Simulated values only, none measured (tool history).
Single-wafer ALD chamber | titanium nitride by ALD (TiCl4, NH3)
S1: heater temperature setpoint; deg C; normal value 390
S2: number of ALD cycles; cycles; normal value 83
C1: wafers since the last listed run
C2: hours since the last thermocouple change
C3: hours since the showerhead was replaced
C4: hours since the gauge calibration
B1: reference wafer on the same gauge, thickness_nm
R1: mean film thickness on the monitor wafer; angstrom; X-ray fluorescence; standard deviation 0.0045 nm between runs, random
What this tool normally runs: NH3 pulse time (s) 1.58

{"run": 1, "hour": 0.0, "S1": 390, "S2": 83, "NH3 pulse time (s)": 1.58, "C1": 0, "C2": 2048.0, "C3": 1800.6, "C4": 158.2, "B1": 1.841, "R1": 17.81}
{"run": 2, "hour": 96.4, "S1": 390, "S2": 83, "NH3 pulse time (s)": 1.58, "C1": 200, "C2": 2144.4, "C3": 1897.0, "C4": 254.6, "B1": 1.84, "R1": 17.78}
{"run": 3, "hour": 160.8, "S1": 390, "S2": 83, "NH3 pulse time (s)": 1.58, "C1": 134, "C2": 2208.8, "C3": 1961.4, "C4": 319.0, "B1": 1.84, "R1": 17.81}
{"run": 4, "hour": 265.3, "S1": 390, "S2": 83, "NH3 pulse time (s)": 1.58, "C1": 217, "C2": 2313.3, "C3": 2065.9, "C4": 423.5, "B1": 1.841, "R1": 17.79}
{"run": 5, "hour": 321.2, "S1": 390, "S2": 83, "NH3 pulse time (s)": 1.58, "C1": 116, "C2": 2369.2, "C3": 2121.8, "C4": 479.4, "B1": 1.84, "R1": 17.75}
{"run": 6, "hour": 361.7, "S1": 390, "S2": 83, "NH3 pulse time (s)": 1.58, "C1": 84, "C2": 2409.7, "C3": 2162.3, "C4": 519.9, "B1": 1.84, "R1": 17.82}
{"run": 7, "hour": 414.6, "S1": 390, "S2": 83, "NH3 pulse time (s)": 1.58, "C1": 110, "C2": 2462.6, "C3": 2215.2, "C4": 572.8, "B1": 1.84, "R1": 17.85}
{"run": 8, "hour": 474.3, "S1": 390, "S2": 83, "NH3 pulse time (s)": 1.58, "C1": 124, "C2": 2522.3, "C3": 2274.9, "C4": 632.5, "B1": 1.84, "R1": 17.79}
{"run": 9, "hour": 534.2, "S1": 390, "S2": 83, "NH3 pulse time (s)": 1.58, "C1": 124, "C2": 2582.2, "C3": 2334.8, "C4": 692.4, "B1": 1.84, "R1": 17.79}
{"run": 10, "hour": 575.0, "S1": 390, "S2": 83, "NH3 pulse time (s)": 1.58, "C1": 84, "C2": 2623.0, "C3": 2375.6, "C4": 733.2, "B1": 1.84, "R1": 17.82}
{"run": 11, "hour": 638.0, "S1": 390, "S2": 83, "NH3 pulse time (s)": 1.58, "C1": 131, "C2": 2686.0, "C3": 2438.6, "C4": 796.2, "B1": 1.841, "R1": 17.74}
{"run": 12, "hour": 722.1, "S1": 390, "S2": 94, "NH3 pulse time (s)": 1.17, "C1": 174, "C2": 2770.1, "C3": 2522.7, "C4": 880.3, "B1": 1.839, "R1": 19.78}
{"run": 13, "hour": 803.7, "S1": 385, "S2": 72, "NH3 pulse time (s)": 2.21, "C1": 169, "C2": 2851.7, "C3": 2604.3, "C4": 961.9, "B1": 1.84, "R1": 15.69}
{"run": 14, "hour": 864.6, "S1": 382, "S2": 74, "NH3 pulse time (s)": 1.58, "C1": 126, "C2": 2912.6, "C3": 2665.2, "C4": 1022.8, "B1": 1.84, "R1": 15.76}
{"run": 15, "hour": 947.6, "S1": 382, "S2": 68, "NH3 pulse time (s)": 2.21, "C1": 172, "C2": 2995.6, "C3": 2748.2, "C4": 1105.8, "B1": 1.839, "R1": 14.83}
{"run": 16, "hour": 1024.1, "S1": 377, "S2": 83, "NH3 pulse time (s)": 2.04, "C1": 159, "C2": 3072.1, "C3": 2824.7, "C4": 1182.3, "B1": 1.84, "R1": 17.85}
{"hour": 1053.8, "done": "gauge calibrated"}
{"hour": 1077.0, "done": "showerhead replaced"}
{"run": 17, "hour": 1093.5, "S1": 390, "S2": 83, "NH3 pulse time (s)": 1.58, "C1": 127, "C2": 3141.5, "C3": 16.5, "C4": 39.7, "B1": 1.839, "R1": 17.78}
{"run": 18, "hour": 1131.7, "S1": 403, "S2": 71, "NH3 pulse time (s)": 1.23, "C1": 79, "C2": 3179.7, "C3": 54.7, "C4": 77.9, "B1": 1.84, "R1": 15.23}

Estimate the outcome of run 19 from the log above:
{"run": 19, "hour": 1237.7, "S1": 390, "S2": 83, "NH3 pulse time (s)": 1.58, "C1": 220, "C2": 3285.7, "C3": 160.7, "C4": 183.9, "B1": "?", "R1": "?"}

Run 19 measured B1 1.839, R1 17.79 angstrom.
Had the tool carried no hidden state, the very same run would have given R1 17.79 angstrom.
